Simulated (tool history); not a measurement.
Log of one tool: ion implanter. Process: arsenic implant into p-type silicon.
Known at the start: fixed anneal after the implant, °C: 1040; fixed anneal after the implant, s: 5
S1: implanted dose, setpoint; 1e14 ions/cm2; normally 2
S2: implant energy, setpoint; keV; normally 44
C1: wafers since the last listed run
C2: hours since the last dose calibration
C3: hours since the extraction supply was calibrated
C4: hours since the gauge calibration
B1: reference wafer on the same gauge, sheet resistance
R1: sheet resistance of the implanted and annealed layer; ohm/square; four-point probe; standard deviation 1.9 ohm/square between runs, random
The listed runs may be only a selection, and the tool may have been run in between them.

Run 1, day 0: usual settings; C1 0; C2 1035.2; C3 3061.6; C4 3174.3; B1 302.95. Result: R1 379.49 ohm/square.
Run 2, day 2.008: usual settings; C1 806; C2 1083.4; C3 3109.8; C4 3222.5; B1 302.88. Result: R1 379.14 ohm/square.
Run 3, day 4.617: usual settings but S1 1.53 1e14 ions/cm2; C1 1047; C2 1146; C3 3172.4; C4 3285.1; B1 303.36. Result: R1 456.78 ohm/square.
Run 4, day 6.396: usual settings but S1 1.53 1e14 ions/cm2; C1 714; C2 1188.7; C3 3215.1; C4 3327.8; B1 302.92. Result: R1 456.6 ohm/square.
Run 5, day 8.392: usual settings but S1 1.6 1e14 ions/cm2; C1 801; C2 1236.6; C3 3263; C4 3375.7; B1 302.95. Result: R1 443.92 ohm/square.
At day 10.529: gauge calibrated.
At day 15.679: extraction supply calibrated.
Run 6, day 17.283: usual settings but S2 34.5 keV; C1 3435; C2 1450; C3 38.5; C4 162.1; B1 303.13. Result: R1 393.67 ohm/square.
Run 7, day 18.596: usual settings but S2 34.5 keV; C1 526; C2 1481.5; C3 70; C4 193.6; B1 303.02. Result: R1 393.96 ohm/square.
Run 8, day 21.425: usual settings; C1 1135; C2 1549.4; C3 137.9; C4 261.5; B1 302.93. Result: R1 383.55 ohm/square.
Run 9, day 24.317: usual settings; C1 1160; C2 1618.8; C3 207.3; C4 330.9; B1 302.81. Result: R1 383.78 ohm/square.
Run 10, day 27.158: usual settings; C1 1140; C2 1687; C3 275.5; C4 399.1; B1 303. Result: R1 384.16 ohm/square.
Run 11, day 28.996: usual settings but S2 33 keV; C1 737; C2 1731.1; C3 319.6; C4 443.2; B1 302.94. Result: R1 399.22 ohm/square.
Run 12, day 31.771: usual settings but S1 2.25 1e14 ions/cm2, S2 41 keV; C1 1114; C2 1797.7; C3 386.2; C4 509.8; B1 303.02. Result: R1 353.55 ohm/square.
Run 13, day 34.446: usual settings but S1 2.25 1e14 ions/cm2, S2 41 keV; C1 1073; C2 1861.9; C3 450.4; C4 574; B1 302.99. Result: R1 358.07 ohm/square.
Run 14, day 36.279: usual settings; C1 736; C2 1905.9; C3 494.4; C4 618; B1 302.98. Result: R1 383.43 ohm/square.
Run 15, day 38.996: usual settings but S2 39.5 keV; C1 1090; C2 1971.1; C3 559.6; C4 683.2; B1 303.08. Result: R1 389.27 ohm/square.
Run 16, day 40.417: usual settings but S1 1.52 1e14 ions/cm2; C1 570; C2 2005.2; C3 593.7; C4 717.3; B1 302.77. Result: R1 466.03 ohm/square.
At day 41.275: Faraday cup replaced and dose calibrated.
Run 17, day 42.288: usual settings but S1 1.85 1e14 ions/cm2; C1 617; C2 24.3; C3 638.6; C4 762.2; B1 303.05. Result: R1 375.75 ohm/square.
Run 18, day 43.583: usual settings; C1 520; C2 55.4; C3 669.7; C4 793.3; B1 302.98. Result: R1 357.02 ohm/square.
Run 19, day 44.688: usual settings but S1 1.78 1e14 ions/cm2, S2 37.5 keV; C1 443; C2 81.9; C3 696.2; C4 819.8; B1 302.85. Result: R1 398.84 ohm/square.
Run 20, day 46.246: usual settings but S1 1.77 1e14 ions/cm2; C1 625; C2 119.3; C3 733.6; C4 857.2; B1 302.6. Result: R1 391.69 ohm/square.
Run 21, day 48.179: usual settings but S1 2.39 1e14 ions/cm2, S2 56.5 keV; C1 776; C2 165.7; C3 780; C4 903.6; B1 303.12. Result: R1 304.35 ohm/square.
Run 22, day 49.242: usual settings; C1 426; C2 191.2; C3 805.5; C4 929.1; B1 303.17. Result: R1 353.62 ohm/square.
Run 23, day 50.429: usual settings but S1 1.53 1e14 ions/cm2, S2 35 keV; C1 476; C2 219.7; C3 834; C4 957.6; B1 303.2. Result: R1 450.31 ohm/square.
Run 24, day 53.088: usual settings; C1 1067; C2 283.5; C3 897.8; C4 1021.4; B1 302.77. Result: R1 356.48 ohm/square.

Estimate the outcome of run 25 from the log above:
Run 25, day 55.721: usual settings but S1 1.75 1e14 ions/cm2, S2 33 keV; C1 1057; C2 346.7; C3 961; C4 1084.6; B1 ?. Result: R1 ?.

Run 25 yielded B1 303.08, R1 413.28 ohm/square.
With the hidden condition absent and the run-to-run variation left alone, this run would have shown R1 430.4 ohm/square.

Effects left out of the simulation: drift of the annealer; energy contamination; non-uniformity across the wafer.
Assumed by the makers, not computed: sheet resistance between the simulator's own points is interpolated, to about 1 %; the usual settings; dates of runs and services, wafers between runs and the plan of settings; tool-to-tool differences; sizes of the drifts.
